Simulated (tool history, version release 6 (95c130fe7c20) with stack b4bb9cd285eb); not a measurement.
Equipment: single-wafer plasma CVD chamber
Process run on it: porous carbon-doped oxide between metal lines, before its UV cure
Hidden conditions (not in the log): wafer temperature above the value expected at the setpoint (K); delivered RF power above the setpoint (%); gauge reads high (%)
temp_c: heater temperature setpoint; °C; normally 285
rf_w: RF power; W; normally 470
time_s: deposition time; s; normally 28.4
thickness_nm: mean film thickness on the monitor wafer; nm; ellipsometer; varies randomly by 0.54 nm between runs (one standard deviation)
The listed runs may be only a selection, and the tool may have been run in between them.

| run | hour | temp_c | rf_w | time_s | wafers since the last listed run | hours since the last thermocouple change | hours since the last RF generator calibration | hours since the showerhead was replaced | hours since the gauge calibration | read-back reference wafer on the same gauge, thickness_nm | thickness_nm |
|---|---|---|---|---|---|---|---|---|---|---|---|
| 1 | 0.0 | 285 | 470 | 28.4 | 0 | 1527.0 | 745.9 | 4363.2 | 14.1 | 122.951 | 140.821 |
| 2 | 71.6 | 285 | 470 | 28.4 | 1710 | 1598.6 | 817.5 | 4434.8 | 85.7 | 123.010 | 139.392 |
| 3 | 106.6 | 285 | 470 | 28.4 | 836 | 1633.6 | 852.5 | 4469.8 | 120.7 | 123.072 | 140.023 |
| 4 | 123.4 | 285 | 470 | 28.4 | 401 | 1650.4 | 869.3 | 4486.6 | 137.5 | 123.085 | 138.582 |
| 5 | 138.7 | 285 | 470 | 31.0 | 365 | 1665.7 | 884.6 | 4501.9 | 152.8 | 123.047 | 151.632 |
| 6 | 160.4 | 285 | 470 | 31.0 | 518 | 1687.4 | 906.3 | 4523.6 | 174.5 | 123.033 | 151.862 |
| 7 | 185.0 | 285 | 470 | 31.0 | 587 | 1712.0 | 930.9 | 4548.2 | 199.1 | 122.926 | 150.605 |
| 8 | 197.4 | 285 | 470 | 28.4 | 296 | 1724.4 | 943.3 | 4560.6 | 211.5 | 122.987 | 138.238 |
| 9 | 210.8 | 285 | 470 | 28.4 | 320 | 1737.8 | 956.7 | 4574.0 | 224.9 | 123.073 | 138.305 |
|  | 213.1 | gauge calibrated |
|  | 228.6 | RF generator calibrated |
| 10 | 240.8 | 285 | 470 | 28.4 | 525 | 1767.8 | 12.2 | 4604.0 | 27.7 | 122.845 | 143.027 |
| 11 | 253.3 | 285 | 395 | 28.4 | 298 | 1780.3 | 24.7 | 4616.5 | 40.2 | 122.969 | 130.498 |
| 12 | 286.7 | 285 | 470 | 28.4 | 797 | 1813.7 | 58.1 | 4649.9 | 73.6 | 122.976 | 142.821 |
|  | 317.6 | thermocouple changed; heater temperature recalibrated |
| 13 | 318.1 | 289 | 470 | 32.1 | 559 | 0.5 | 89.5 | 4681.3 | 105.0 | 123.097 | 158.554 |
| 14 | 328.6 | 272 | 470 | 24.1 | 250 | 11.0 | 100.0 | 4691.8 | 115.5 | 123.027 | 131.910 |
| 15 | 341.5 | 285 | 470 | 28.4 | 308 | 23.9 | 112.9 | 4704.7 | 128.4 | 122.972 | 142.372 |
| 16 | 374.4 | 292 | 470 | 26.2 | 786 | 56.8 | 145.8 | 4737.6 | 161.3 | 122.980 | 127.419 |
|  | 389.9 | showerhead replaced |
| 17 | 403.1 | 298 | 395 | 24.0 | 494 | 85.5 | 174.5 | 13.2 | 190.0 | 122.905 | 103.123 |
| 18 | 435.2 | 285 | 470 | 28.4 | 766 | 117.6 | 206.6 | 45.3 | 222.1 | 123.013 | 142.310 |
|  | 443.5 | gauge calibrated |
| 19 | 466.0 | 285 | 395 | 28.4 | 735 | 148.4 | 237.4 | 76.1 | 22.5 | 123.016 | 130.921 |
| 20 | 491.1 | 285 | 435 | 28.4 | 599 | 173.5 | 262.5 | 101.2 | 47.6 | 123.099 | 137.851 |

Below are 5 alternative next runs, each starting from the tool's condition after run 20. Predict each:
| A | 491.5 | 285 | 470 | 28.4 | 9 | 173.9 | 262.9 | 101.6 | 48.0 | ? | ? |
| B | 491.5 | 279 | 470 | 31.8 | 9 | 173.9 | 262.9 | 101.6 | 48.0 | ? | ? |
| C | 491.5 | 277 | 520 | 30.8 | 9 | 173.9 | 262.9 | 101.6 | 48.0 | ? | ? |
| D | 491.5 | 285 | 400 | 28.4 | 9 | 173.9 | 262.9 | 101.6 | 48.0 | ? | ? |
| E | 491.5 | 274 | 540 | 31.0 | 9 | 173.9 | 262.9 | 101.6 | 48.0 | ? | ? |

| run | read-back reference wafer on the same gauge, thickness_nm | thickness_nm |
|---|---|---|
| A | 123.023 | 142.440 |
| B | 123.023 | 164.306 |
| C | 123.023 | 169.306 |
| D | 123.023 | 130.838 |
| E | 123.023 | 176.562 |
What these runs would have given with no unlogged condition in the tool:
| run | thickness_nm |
|---|---|
| A | 142.749 |
| B | 164.663 |
| C | 169.668 |
| D | 131.165 |
| E | 176.940 |

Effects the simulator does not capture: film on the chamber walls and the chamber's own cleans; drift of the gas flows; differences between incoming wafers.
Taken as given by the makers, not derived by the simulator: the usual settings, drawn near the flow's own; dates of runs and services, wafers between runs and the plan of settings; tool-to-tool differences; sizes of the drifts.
